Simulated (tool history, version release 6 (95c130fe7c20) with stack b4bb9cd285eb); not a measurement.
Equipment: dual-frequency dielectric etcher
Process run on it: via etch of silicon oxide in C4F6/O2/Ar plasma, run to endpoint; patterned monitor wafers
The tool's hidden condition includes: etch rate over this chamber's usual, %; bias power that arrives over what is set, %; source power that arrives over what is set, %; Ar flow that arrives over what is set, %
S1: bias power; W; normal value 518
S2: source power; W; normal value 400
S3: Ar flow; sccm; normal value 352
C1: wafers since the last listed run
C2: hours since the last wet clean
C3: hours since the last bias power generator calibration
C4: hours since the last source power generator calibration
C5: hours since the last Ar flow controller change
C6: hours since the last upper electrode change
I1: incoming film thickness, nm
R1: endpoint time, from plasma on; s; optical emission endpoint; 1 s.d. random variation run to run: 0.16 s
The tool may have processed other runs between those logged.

| run | day | S1 | S2 | S3 | C1 | C2 | C3 | C4 | C5 | C6 | I1 | R1 |
|---|---|---|---|---|---|---|---|---|---|---|---|---|
| 1 | 0.000 | 518 | 400 | 352 | 0 | 288.7 | 1346.2 | 3203.0 | 4349.4 | 1952.4 | 98.9 | 23.6 |
| 2 | 1.342 | 518 | 470 | 352 | 398 | 320.9 | 1378.4 | 3235.2 | 4381.6 | 1984.6 | 98.2 | 22.6 |
|  | 2.746 | wet clean of the chamber |
| 3 | 2.767 | 518 | 400 | 352 | 126 | 0.5 | 1412.6 | 3269.4 | 4415.8 | 2018.8 | 98.8 | 22.4 |
| 4 | 3.196 | 518 | 440 | 352 | 127 | 10.8 | 1422.9 | 3279.7 | 4426.1 | 2029.1 | 99.0 | 21.9 |
| 5 | 3.854 | 518 | 440 | 352 | 195 | 26.6 | 1438.7 | 3295.5 | 4441.9 | 2044.9 | 98.6 | 21.8 |
| 6 | 5.079 | 518 | 400 | 352 | 364 | 56.0 | 1468.1 | 3324.9 | 4471.3 | 2074.3 | 98.2 | 22.8 |
| 7 | 6.367 | 518 | 380 | 352 | 382 | 86.9 | 1499.0 | 3355.8 | 4502.2 | 2105.2 | 99.8 | 23.5 |
|  | 7.000 | source power generator calibrated |
| 8 | 7.021 | 518 | 400 | 352 | 144 | 102.6 | 1514.7 | 0.5 | 4517.9 | 2120.9 | 97.4 | 22.3 |
| 9 | 7.592 | 518 | 400 | 352 | 169 | 116.3 | 1528.4 | 14.2 | 4531.6 | 2134.6 | 97.8 | 22.7 |
| 10 | 9.908 | 518 | 400 | 352 | 688 | 171.9 | 1584.0 | 69.8 | 4587.2 | 2190.2 | 98.9 | 22.8 |
| 11 | 11.338 | 449 | 400 | 429 | 424 | 206.2 | 1618.3 | 104.1 | 4621.5 | 2224.5 | 99.4 | 25.7 |
| 12 | 12.208 | 518 | 400 | 352 | 258 | 227.1 | 1639.2 | 125.0 | 4642.4 | 2245.4 | 98.1 | 23.2 |
|  | 13.233 | bias power generator calibrated |
| 13 | 13.254 | 412 | 430 | 291 | 261 | 252.2 | 0.5 | 150.1 | 4667.5 | 2270.5 | 97.5 | 25.1 |
|  | 16.146 | wet clean of the chamber |
|  | 17.896 | upper electrode replaced |
| 14 | 17.917 | 634 | 480 | 386 | 791 | 42.5 | 112.4 | 262.0 | 4779.4 | 0.5 | 99.1 | 19.8 |
| 15 | 18.500 | 518 | 400 | 315 | 173 | 56.5 | 126.4 | 276.0 | 4793.4 | 14.5 | 98.4 | 22.4 |
| 16 | 19.238 | 448 | 400 | 352 | 219 | 74.2 | 144.1 | 293.7 | 4811.1 | 32.2 | 98.6 | 24.4 |
|  | 20.579 | Ar flow controller replaced |
| 17 | 20.608 | 470 | 440 | 384 | 333 | 107.1 | 177.0 | 326.6 | 0.7 | 65.1 | 98.8 | 23.9 |
| 18 | 21.779 | 435 | 480 | 416 | 348 | 135.2 | 205.1 | 354.7 | 28.8 | 93.2 | 98.6 | 24.8 |
| 19 | 22.462 | 420 | 400 | 329 | 203 | 151.6 | 221.5 | 371.1 | 45.2 | 109.6 | 100.1 | 26.1 |
| 20 | 23.829 | 618 | 400 | 352 | 406 | 184.4 | 254.3 | 403.9 | 78.0 | 142.4 | 98.3 | 21.1 |
| 21 | 24.933 | 518 | 400 | 308 | 328 | 210.9 | 280.8 | 430.4 | 104.5 | 168.9 | 99.4 | 22.6 |
| 22 | 25.533 | 425 | 500 | 352 | 178 | 225.3 | 295.2 | 444.8 | 118.9 | 183.3 | 99.4 | 24.4 |
| 23 | 26.788 | 518 | 400 | 352 | 372 | 255.4 | 325.3 | 474.9 | 149.0 | 213.4 | 99.2 | 23.6 |
| 24 | 27.521 | 433 | 400 | 309 | 217 | 273.0 | 342.9 | 492.5 | 166.6 | 231.0 | 98.1 | 25.3 |
| 25 | 28.267 | 518 | 400 | 352 | 221 | 290.9 | 360.8 | 510.4 | 184.5 | 248.9 | 99.5 | 23.9 |
| 26 | 29.312 | 518 | 400 | 352 | 310 | 316.0 | 385.9 | 535.5 | 209.6 | 274.0 | 97.9 | 23.4 |
| 27 | 30.500 | 445 | 360 | 381 | 352 | 344.5 | 414.4 | 564.0 | 238.1 | 302.5 | 99.0 | 27.3 |
| 28 | 31.567 | 518 | 480 | 352 | 317 | 370.1 | 440.0 | 589.6 | 263.7 | 328.1 | 98.3 | 22.5 |
|  | 32.721 | wet clean of the chamber |
| 29 | 32.742 | 518 | 400 | 352 | 52 | 0.5 | 468.2 | 617.8 | 291.9 | 356.3 | 98.6 | 22.5 |
| 30 | 33.533 | 569 | 450 | 352 | 235 | 19.5 | 487.2 | 636.8 | 310.9 | 375.3 | 98.7 | 20.8 |

State the hidden condition of the tool at each of the runs:
bias power that arrives over what is set, %: 0 at every run
source power that arrives over what is set, %: 0 at every run
Ar flow that arrives over what is set, %: 0 at every run
H1: etch rate over this chamber's usual, %
| run | H1 |
|---|---|
| 1 | -3.76 |
| 2 | -4.23 |
| 3 | 0.747 |
| 4 | 0.597 |
| 5 | 0.365 |
| 6 | -0.0657 |
| 7 | -0.518 |
| 8 | -0.748 |
| 9 | -0.949 |
| 10 | -1.76 |
| 11 | -2.27 |
| 12 | -2.57 |
| 13 | -2.94 |
| 14 | -0.242 |
| 15 | -0.447 |
| 16 | -0.706 |
| 17 | -1.19 |
| 18 | -1.6 |
| 19 | -1.84 |
| 20 | -2.32 |
| 21 | -2.71 |
| 22 | -2.92 |
| 23 | -3.36 |
| 24 | -3.62 |
| 25 | -3.88 |
| 26 | -4.25 |
| 27 | -4.67 |
| 28 | -5.04 |
| 29 | 0.249 |
| 30 | -0.0292 |
